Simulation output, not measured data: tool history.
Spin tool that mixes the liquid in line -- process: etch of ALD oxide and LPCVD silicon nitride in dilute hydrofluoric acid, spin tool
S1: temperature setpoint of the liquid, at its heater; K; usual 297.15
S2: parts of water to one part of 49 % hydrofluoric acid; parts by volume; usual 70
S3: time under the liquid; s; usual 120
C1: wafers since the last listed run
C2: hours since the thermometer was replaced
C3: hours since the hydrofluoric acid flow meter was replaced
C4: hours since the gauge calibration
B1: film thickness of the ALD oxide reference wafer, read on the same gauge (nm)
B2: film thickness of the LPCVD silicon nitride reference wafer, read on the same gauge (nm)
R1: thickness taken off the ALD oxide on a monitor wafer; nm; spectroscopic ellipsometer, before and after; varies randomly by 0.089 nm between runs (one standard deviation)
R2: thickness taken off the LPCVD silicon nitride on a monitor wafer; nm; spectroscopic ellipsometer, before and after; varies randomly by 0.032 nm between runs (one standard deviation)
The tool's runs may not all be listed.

run    day      S1  S2   S3   C1      C2     C3     C4     B1      B2     R1     R2
  1      0  297.15  70  120    0    1802    839   33.8  79.98  50.024  15.77  0.837
  2  0.267  297.15  70  120   35  1808.4  845.4   40.2     80  49.972  15.66  0.885
  3  0.892  297.15  70  120   82  1823.4  860.4   55.2     80  50.009   15.6   0.92
  4  1.296  297.15  70  120   53  1833.1  870.1   64.9  79.99  50.023  15.69  0.867
  5  1.675  297.15  70  120   49  1842.2  879.2     74  80.02  49.999  15.67  0.829
  6    2.3  297.15  70  120   82  1857.2  894.2     89  80.03  49.993  15.65  0.844
  7  2.662  300.15  70  120   47  1865.9  902.9   97.7  80.03  49.954  17.54  1.051
  8  4.162  300.15  70  120  197  1901.9  938.9  133.7  80.04  49.993  17.45  1.024
  9  4.421  300.15  70  120   33  1908.1  945.1  139.9  80.02  50.025  17.55  1.056
 10  4.862  297.15  85  120   58  1918.7  955.7  150.5  79.96  49.967  12.45  0.715
 11  5.608  295.15  40   60   98  1936.6  973.6  168.4  79.97  49.934  13.08  0.668
     5.983  -- hydrofluoric acid flow meter replaced
 12  6.004  297.15  60  145   46  1946.1    0.5  177.9     80  49.991  25.17   1.36
     6.679  -- gauge calibrated
 13  7.054  297.15  45  120  138  1971.3   25.7      9  80.07  50.042  27.93  1.431
     7.662  -- thermometer replaced
 14  7.683  297.15  70  120   77     0.5   40.8   24.1  79.97  49.987   17.4  0.919
 15  7.971  297.15  70   60   37     7.4   47.7     31  79.98  49.982   8.69  0.483
 16  8.683  297.15  95   60   93    24.5   64.8   48.1  79.97  50.005   6.26  0.366
 17   9.25  297.15  70  120   74    38.1   78.4   61.7  79.98  50.009  17.34   0.93
 18  9.621  293.15  45   80   48      47   87.3   70.6     80  49.939  15.64  0.683

For each entry between runs, how does the tool's hidden state at the last listed run before it compare with that at the first listed run after it?
In the gap between runs 11 and 12: hydrofluoric acid flow meter replaced (day 5.983)
  hydrofluoric acid flow below the setpoint (%): 12 -> 1.01
  what was measured, less what the result would be without the hidden state, R1: -1.88 -> -0.28 nm; R2: -0.088 -> -0.013 nm
In the gap between runs 12 and 13: gauge calibrated (day 6.679)
  hydrofluoric acid flow below the setpoint (%): 1.01 -> 1.31
  what was measured, less what the result would be without the hidden state, R1: -0.28 -> -0.39 nm; R2: -0.013 -> -0.018 nm
In the gap between runs 13 and 14: thermometer replaced (day 7.662)
  hydrofluoric acid flow below the setpoint (%): 1.31 -> 1.48
  what was measured, less what the result would be without the hidden state, R1: -0.39 -> -0.28 nm; R2: -0.018 -> -0.014 nm
